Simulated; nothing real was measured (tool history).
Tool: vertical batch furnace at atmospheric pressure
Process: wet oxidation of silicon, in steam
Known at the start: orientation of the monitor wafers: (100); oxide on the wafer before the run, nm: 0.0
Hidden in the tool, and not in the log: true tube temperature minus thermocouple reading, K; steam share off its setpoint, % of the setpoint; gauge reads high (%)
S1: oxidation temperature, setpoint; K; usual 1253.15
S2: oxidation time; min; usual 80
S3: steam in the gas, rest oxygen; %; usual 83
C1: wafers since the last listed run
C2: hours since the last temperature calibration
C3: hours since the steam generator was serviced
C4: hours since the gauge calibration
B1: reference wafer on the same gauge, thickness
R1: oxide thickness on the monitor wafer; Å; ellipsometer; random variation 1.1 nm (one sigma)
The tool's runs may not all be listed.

Run 1, day 0: usual settings; C1 0; C2 2635.2; C3 1483.4; C4 17.8; B1 438.54. Result: R1 3916.1 Å.
Run 2, day 0.467: usual settings but S2 96 min; C1 137; C2 2646.4; C3 1494.6; C4 29; B1 439.1. Result: R1 4458.7 Å.
Run 3, day 0.979: usual settings but S2 96 min; C1 151; C2 2658.7; C3 1506.9; C4 41.3; B1 438.58. Result: R1 4460.3 Å.
Run 4, day 1.433: usual settings; C1 133; C2 2669.6; C3 1517.8; C4 52.2; B1 439.31. Result: R1 3905.4 Å.
Run 5, day 2.121: usual settings but S2 95.5 min; C1 202; C2 2686.1; C3 1534.3; C4 68.7; B1 439.22. Result: R1 4430.7 Å.
At day 3.392: thermocouples replaced and temperature profile calibrated.
Run 6, day 3.412: usual settings but S2 50.5 min; C1 86; C2 0.5; C3 1565.3; C4 99.7; B1 439.45. Result: R1 2788.3 Å.
Run 7, day 3.642: usual settings but S2 50.5 min; C1 67; C2 6; C3 1570.8; C4 105.2; B1 438.22. Result: R1 2789.9 Å.
Run 8, day 4.208: usual settings; C1 167; C2 19.6; C3 1584.4; C4 118.8; B1 439.17. Result: R1 3912.3 Å.
Run 9, day 4.667: usual settings but S1 1238.15 K, S2 43 min, S3 77 %; C1 135; C2 30.6; C3 1595.4; C4 129.8; B1 439.27. Result: R1 2006.8 Å.
At day 4.85: gauge calibrated.
Run 10, day 5.142: usual settings but S1 1271.15 K, S2 107.5 min, S3 94 %; C1 140; C2 42; C3 1606.8; C4 7; B1 439.11. Result: R1 5910 Å.
At day 6.262: steam generator serviced.
Run 11, day 6.283: usual settings but S1 1270.15 K, S3 86 %; C1 41; C2 69.4; C3 0.5; C4 34.4; B1 439.41. Result: R1 4535.5 Å.
Run 12, day 6.508: usual settings but S2 58 min, S3 75 %; C1 66; C2 74.8; C3 5.9; C4 39.8; B1 439.65. Result: R1 2860.5 Å.
Run 13, day 6.738: usual settings; C1 67; C2 80.3; C3 11.4; C4 45.3; B1 439.17. Result: R1 3908.4 Å.
Run 14, day 7.046: usual settings but S1 1278.15 K, S2 50.5 min, S3 72 %; C1 90; C2 87.7; C3 18.8; C4 52.7; B1 438.81. Result: R1 3106.6 Å.
Run 15, day 7.542: usual settings but S1 1243.15 K, S3 95 %; C1 146; C2 99.6; C3 30.7; C4 64.6; B1 438.56. Result: R1 3978 Å.
Run 16, day 8.521: usual settings but S1 1271.15 K, S3 95 %; C1 288; C2 123.1; C3 54.2; C4 88.1; B1 438.76. Result: R1 4899.6 Å.

Forecast each of these 5 alternatives for the next run:
Run A, day 8.754: usual settings but S3 79 %; C1 68; C2 128.7; C3 59.8; C4 93.7; B1 ?. Result: R1 ?.
Run B, day 8.754: usual settings but S1 1270.15 K, S2 61 min, S3 75 %; C1 68; C2 128.7; C3 59.8; C4 93.7; B1 ?. Result: R1 ?.
Run C, day 8.754: usual settings but S1 1234.15 K, S2 105 min; C1 68; C2 128.7; C3 59.8; C4 93.7; B1 ?. Result: R1 ?.
Run D, day 8.754: usual settings but S2 106 min; C1 68; C2 128.7; C3 59.8; C4 93.7; B1 ?. Result: R1 ?.
Run E, day 8.754: usual settings but S1 1229.15 K; C1 68; C2 128.7; C3 59.8; C4 93.7; B1 ?. Result: R1 ?.

run      B1      R1
  A  438.64  3756.5
  B  438.64  3415.9
  C  438.64  4051.9
  D  438.64  4738.6
  E  438.64  3165.1
Without the tool's hidden state the same runs would have given:
run      R1
  A  3756.5
  B  3415.9
  C  4051.9
  D  4738.6
  E  3165.1
